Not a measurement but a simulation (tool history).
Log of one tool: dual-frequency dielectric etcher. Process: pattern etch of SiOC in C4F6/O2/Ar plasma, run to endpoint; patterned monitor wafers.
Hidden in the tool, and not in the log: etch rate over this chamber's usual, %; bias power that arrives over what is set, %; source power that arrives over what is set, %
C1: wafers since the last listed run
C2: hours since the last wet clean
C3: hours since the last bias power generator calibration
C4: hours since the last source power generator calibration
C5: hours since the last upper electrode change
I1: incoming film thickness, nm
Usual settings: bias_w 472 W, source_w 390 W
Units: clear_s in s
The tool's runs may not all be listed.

run 1 hour=0.0 | bias_w=497 source_w=390 | C1=0 C2=46.3 C3=3695.6 C4=4529.7 C5=4836.2 | I1=29.09 | clear_s=9.2
run 2 hour=106.4 | bias_w=497 source_w=390 | C1=2533 C2=152.7 C3=3802.0 C4=4636.1 C5=4942.6 | I1=28.73 | clear_s=9.1
run 3 hour=121.0 | bias_w=472 source_w=450 | C1=347 C2=167.3 C3=3816.6 C4=4650.7 C5=4957.2 | I1=28.82 | clear_s=9.1
run 4 hour=145.7 | bias_w=472 source_w=450 | C1=588 C2=192.0 C3=3841.3 C4=4675.4 C5=4981.9 | I1=28.80 | clear_s=9.0
run 5 hour=164.5 | bias_w=472 source_w=320 | C1=447 C2=210.8 C3=3860.1 C4=4694.2 C5=5000.7 | I1=28.82 | clear_s=9.7
run 6 hour=187.1 | bias_w=472 source_w=390 | C1=538 C2=233.4 C3=3882.7 C4=4716.8 C5=5023.3 | I1=28.93 | clear_s=9.3
run 7 hour=208.9 | bias_w=472 source_w=390 | C1=519 C2=255.2 C3=3904.5 C4=4738.6 C5=5045.1 | I1=28.97 | clear_s=9.3
run 8 hour=244.1 | bias_w=472 source_w=390 | C1=838 C2=290.4 C3=3939.7 C4=4773.8 C5=5080.3 | I1=28.95 | clear_s=9.3
-- hour=255.7 bias power generator calibrated
run 9 hour=279.2 | bias_w=564 source_w=390 | C1=740 C2=325.5 C3=23.5 C4=4808.9 C5=5115.4 | I1=28.85 | clear_s=8.6
run 10 hour=296.5 | bias_w=564 source_w=390 | C1=411 C2=342.8 C3=40.8 C4=4826.2 C5=5132.7 | I1=28.88 | clear_s=8.5
run 11 hour=330.4 | bias_w=564 source_w=390 | C1=807 C2=376.7 C3=74.7 C4=4860.1 C5=5166.6 | I1=28.42 | clear_s=8.4
run 12 hour=352.9 | bias_w=472 source_w=390 | C1=535 C2=399.2 C3=97.2 C4=4882.6 C5=5189.1 | I1=28.85 | clear_s=9.2
run 13 hour=367.7 | bias_w=472 source_w=390 | C1=352 C2=414.0 C3=112.0 C4=4897.4 C5=5203.9 | I1=28.92 | clear_s=9.2
run 14 hour=401.8 | bias_w=361 source_w=310 | C1=811 C2=448.1 C3=146.1 C4=4931.5 C5=5238.0 | I1=28.65 | clear_s=10.7
-- hour=418.5 source power generator calibrated
run 15 hour=434.8 | bias_w=507 source_w=340 | C1=690 C2=481.1 C3=179.1 C4=16.3 C5=5271.0 | I1=28.79 | clear_s=9.1
run 16 hour=447.6 | bias_w=419 source_w=390 | C1=304 C2=493.9 C3=191.9 C4=29.1 C5=5283.8 | I1=28.80 | clear_s=9.5
-- hour=485.1 wet clean of the chamber
run 17 hour=485.6 | bias_w=472 source_w=440 | C1=333 C2=0.5 C3=229.9 C4=67.1 C5=5321.8 | I1=28.64 | clear_s=9.1
run 18 hour=494.1 | bias_w=512 source_w=440 | C1=202 C2=9.0 C3=238.4 C4=75.6 C5=5330.3 | I1=28.64 | clear_s=8.8
-- hour=534.5 upper electrode replaced
run 19 hour=535.0 | bias_w=418 source_w=450 | C1=402 C2=49.9 C3=279.3 C4=116.5 C5=0.5 | I1=28.50 | clear_s=9.5
run 20 hour=556.6 | bias_w=399 source_w=390 | C1=514 C2=71.5 C3=300.9 C4=138.1 C5=22.1 | I1=28.42 | clear_s=10.0
run 21 hour=576.0 | bias_w=472 source_w=390 | C1=461 C2=90.9 C3=320.3 C4=157.5 C5=41.5 | I1=28.73 | clear_s=9.4
run 22 hour=608.4 | bias_w=439 source_w=340 | C1=771 C2=123.3 C3=352.7 C4=189.9 C5=73.9 | I1=28.80 | clear_s=10.0
run 23 hour=642.8 | bias_w=541 source_w=460 | C1=819 C2=157.7 C3=387.1 C4=224.3 C5=108.3 | I1=28.82 | clear_s=8.5
run 24 hour=672.0 | bias_w=472 source_w=390 | C1=695 C2=186.9 C3=416.3 C4=253.5 C5=137.5 | I1=28.73 | clear_s=9.3
run 25 hour=695.8 | bias_w=497 source_w=390 | C1=566 C2=210.7 C3=440.1 C4=277.3 C5=161.3 | I1=28.68 | clear_s=9.1
run 26 hour=718.6 | bias_w=472 source_w=390 | C1=542 C2=233.5 C3=462.9 C4=300.1 C5=184.1 | I1=28.59 | clear_s=9.2
run 27 hour=731.5 | bias_w=436 source_w=390 | C1=307 C2=246.4 C3=475.8 C4=313.0 C5=197.0 | I1=28.86 | clear_s=9.6
run 28 hour=743.7 | bias_w=399 source_w=340 | C1=290 C2=258.6 C3=488.0 C4=325.2 C5=209.2 | I1=29.23 | clear_s=10.5
run 29 hour=776.5 | bias_w=539 source_w=390 | C1=781 C2=291.4 C3=520.8 C4=358.0 C5=242.0 | I1=28.56 | clear_s=8.7
run 30 hour=826.5 | bias_w=354 source_w=340 | C1=1190 C2=341.4 C3=570.8 C4=408.0 C5=292.0 | I1=28.89 | clear_s=10.8
run 31 hour=852.8 | bias_w=436 source_w=390 | C1=626 C2=367.7 C3=597.1 C4=434.3 C5=318.3 | I1=28.67 | clear_s=9.6
run 32 hour=880.8 | bias_w=394 source_w=320 | C1=666 C2=395.7 C3=625.1 C4=462.3 C5=346.3 | I1=28.78 | clear_s=10.5
run 33 hour=899.6 | bias_w=472 source_w=390 | C1=447 C2=414.5 C3=643.9 C4=481.1 C5=365.1 | I1=29.10 | clear_s=9.3
run 34 hour=924.6 | bias_w=419 source_w=390 | C1=595 C2=439.5 C3=668.9 C4=506.1 C5=390.1 | I1=28.97 | clear_s=9.8

Measured less the same run without the tool's hidden state. The same run-to-run variation is in both; the gauge's scatter may not be:
run=1 clear_s=-0.1
run=2 clear_s=-0.1
run=3 clear_s=-0.1
run=4 clear_s=-0.1
run=5 clear_s=-0.1
run=6 clear_s=-0.1
run=7 clear_s=-0.2
run=8 clear_s=-0.2
run=9 clear_s=-0.2
run=10 clear_s=-0.3
run=11 clear_s=-0.2
run=12 clear_s=-0.3
run=13 clear_s=-0.3
run=14 clear_s=-0.4
run=15 clear_s=-0.3
run=16 clear_s=-0.4
run=17 clear_s=+0.0
run=18 clear_s=+0.0
run=19 clear_s=+0.0
run=20 clear_s=+0.0
run=21 clear_s=-0.1
run=22 clear_s=-0.1
run=23 clear_s=-0.1
run=24 clear_s=-0.1
run=25 clear_s=-0.1
run=26 clear_s=-0.2
run=27 clear_s=-0.2
run=28 clear_s=-0.1
run=29 clear_s=-0.1
run=30 clear_s=-0.2
run=31 clear_s=-0.2
run=32 clear_s=-0.2
run=33 clear_s=-0.2
run=34 clear_s=-0.2
